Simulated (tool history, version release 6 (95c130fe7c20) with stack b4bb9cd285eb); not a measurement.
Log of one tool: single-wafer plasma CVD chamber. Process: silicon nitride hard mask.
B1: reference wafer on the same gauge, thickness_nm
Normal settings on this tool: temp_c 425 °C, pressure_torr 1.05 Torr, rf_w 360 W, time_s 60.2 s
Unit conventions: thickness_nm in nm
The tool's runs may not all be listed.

Run 1, hour 0: usual settings; B1 62.844. Result: thickness_nm 67.62 nm.
Run 2, hour 63.4: usual settings; B1 62.778. Result: thickness_nm 67.516 nm.
Run 3, hour 88.3: usual settings; B1 62.789. Result: thickness_nm 67.881 nm.
Run 4, hour 160: usual settings but pressure_torr 0.95 Torr, rf_w 310 W; B1 62.839. Result: thickness_nm 59.513 nm.
Run 5, hour 190.9: usual settings; B1 62.796. Result: thickness_nm 67.569 nm.
Run 6, hour 251.8: usual settings; B1 62.774. Result: thickness_nm 68.152 nm.
Run 7, hour 305.4: usual settings; B1 62.83. Result: thickness_nm 67.43 nm.
Run 8, hour 364.7: usual settings; B1 62.783. Result: thickness_nm 67.914 nm.
Run 9, hour 417.3: usual settings; B1 62.81. Result: thickness_nm 67.477 nm.
At hour 462.3: RF generator calibrated.
Run 10, hour 487.7: usual settings; B1 62.76. Result: thickness_nm 69.398 nm.
Run 11, hour 541.5: usual settings; B1 62.76. Result: thickness_nm 69.022 nm.
Run 12, hour 601.6: usual settings; B1 62.8. Result: thickness_nm 68.774 nm.
Run 13, hour 661.8: usual settings but temp_c 428 °C; B1 62.802. Result: thickness_nm 68.833 nm.
At hour 739: gauge calibrated.
At hour 745.4: capacitance manometer re-zeroed and calibrated.
Run 14, hour 746.2: usual settings; B1 62.847. Result: thickness_nm 68.345 nm.
Run 15, hour 782.1: usual settings; B1 62.776. Result: thickness_nm 68.029 nm.
Run 16, hour 816.5: usual settings but rf_w 410 W; B1 62.778. Result: thickness_nm 73.972 nm.
Run 17, hour 856.9: usual settings but time_s 67 s; B1 62.756. Result: thickness_nm 75.959 nm.
At hour 992.5: thermocouple changed; heater temperature recalibrated.
Run 18, hour 1009: usual settings but temp_c 416 °C, pressure_torr 1.25 Torr, rf_w 385 W, time_s 68.6 s; B1 62.812. Result: thickness_nm 85.272 nm.
Run 19, hour 1076.6: usual settings; B1 62.78. Result: thickness_nm 67.982 nm.
At hour 1101.7: showerhead replaced.
Run 20, hour 1108.3: usual settings but pressure_torr 1.12 Torr, rf_w 410 W; B1 62.795. Result: thickness_nm 74.961 nm.
Run 21, hour 1164.4: usual settings but temp_c 437 °C, pressure_torr 1.12 Torr; B1 62.742. Result: thickness_nm 68.716 nm.
Run 22, hour 1215.2: usual settings but pressure_torr 1.27 Torr, rf_w 340 W, time_s 54.4 s; B1 62.801. Result: thickness_nm 62.132 nm.
Run 23, hour 1255: usual settings; B1 62.796. Result: thickness_nm 67.984 nm.
Run 24, hour 1305.9: usual settings but temp_c 439 °C, pressure_torr 0.81 Torr, time_s 64.3 s; B1 62.846. Result: thickness_nm 66.484 nm.
Run 25, hour 1361.9: usual settings but rf_w 415 W; B1 62.796. Result: thickness_nm 73.931 nm.
Run 26, hour 1409.1: usual settings but rf_w 385 W, time_s 69.2 s; B1 62.827. Result: thickness_nm 80.804 nm.

What if the next run were any one of these 3? Each begins from the tool's condition after run 26:
Run A, hour 1409.5: usual settings; B1 ?. Result: thickness_nm ?.
Run B, hour 1409.5: usual settings but temp_c 410 °C, pressure_torr 1.25 Torr, time_s 55 s; B1 ?. Result: thickness_nm ?.
Run C, hour 1409.5: usual settings but time_s 65.5 s; B1 ?. Result: thickness_nm ?.

run      B1  thickness_nm
  A  62.791         67.71
  B  62.791        65.352
  C  62.791        73.661
The same runs, with their run-to-run variation unchanged, on a tool lacking any hidden condition would have given:
run  thickness_nm
  A        69.635
  B         67.21
  C        75.755
